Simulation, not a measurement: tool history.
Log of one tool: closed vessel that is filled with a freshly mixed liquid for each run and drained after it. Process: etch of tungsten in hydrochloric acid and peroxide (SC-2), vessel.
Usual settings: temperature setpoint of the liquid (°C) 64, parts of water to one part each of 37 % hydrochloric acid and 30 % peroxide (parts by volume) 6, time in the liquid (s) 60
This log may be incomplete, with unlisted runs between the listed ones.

run,hour,temperature setpoint of the liquid (°C),parts of water to one part each of 37 % hydrochloric acid and 30 % peroxide (parts by volume),time in the liquid (s),"read-back film thickness of the tungsten reference wafer, read on the same gauge (nm)",thickness taken off the tungsten on a monitor wafer (nm)
1,0,64,6,80,129.94,38.76
2,73.6,64,6,60,130,28.95
3,145.5,64,6,60,129.97,29.18
4,210.3,64,6,60,130,29.01
5,290.7,61.5,5.5,60,130.02,26.55
# hour 319.1: new drum of peroxide connected
6,330.4,67,6,50,130,28.8
# hour 367.7: thermometer replaced
7,408.7,67,6,50,129.97,28.87
8,508.1,64,6,60,130.04,28.93
9,575.4,64,6,60,130.05,28.84
10,635.2,64,6,60,129.98,28.75
11,692.4,64,6,60,129.97,28.73
# hour 722.7: gauge calibrated
12,770.6,60.5,6,80,130.03,30.78
13,820.6,64,6,60,130,28.47
14,887,64,6,60,130.03,28.44
# hour 917.7: chemicals flow meter replaced
15,982,64,6,60,130,29.6
16,1085,67,4,75,129.98,58.91
17,1164.3,64,6,60,130.03,29.84
18,1213.6,64,4,60,130,39.68
# hour 1370.3: new drum of peroxide connected
19,1397.9,64,8,70,130.03,27.57
20,1460.4,58,6,60,130,20.43
21,1502.6,56.5,7,60,130,16.31
22,1569,64,6,60,129.99,29.35
23,1661.7,64,6,60,130.06,29.41
24,1699.7,61,5,60,130.05,27.65
25,1771.7,64,9,45,129.99,15.85
26,1847.9,58,6,80,130,26.88
27,1901.1,61,6,85,130.01,34.13
28,1977.1,64,6,75,130.01,36.6
29,2038.6,72,6,40,129.97,31.31

Forecast each of these 5 alternatives for the next run:
A,2039.3,64,6,60,?,?
B,2039.3,54.5,6,60,?,?
C,2039.3,67.5,5,80,?,?
D,2039.3,59.5,4,60,?,?
E,2039.3,70,4,45,?,?

run,"read-back film thickness of the tungsten reference wafer, read on the same gauge (nm)",thickness taken off the tungsten on a monitor wafer (nm)
A,129.99,29.13
B,129.99,16.01
C,129.99,54.95
D,129.99,29.47
E,129.99,41.93
Take away the tool's hidden state, keep each run's random variation, and the runs would have read:
run,thickness taken off the tungsten on a monitor wafer (nm)
A,29.96
B,16.46
C,56.44
D,30.21
E,42.98
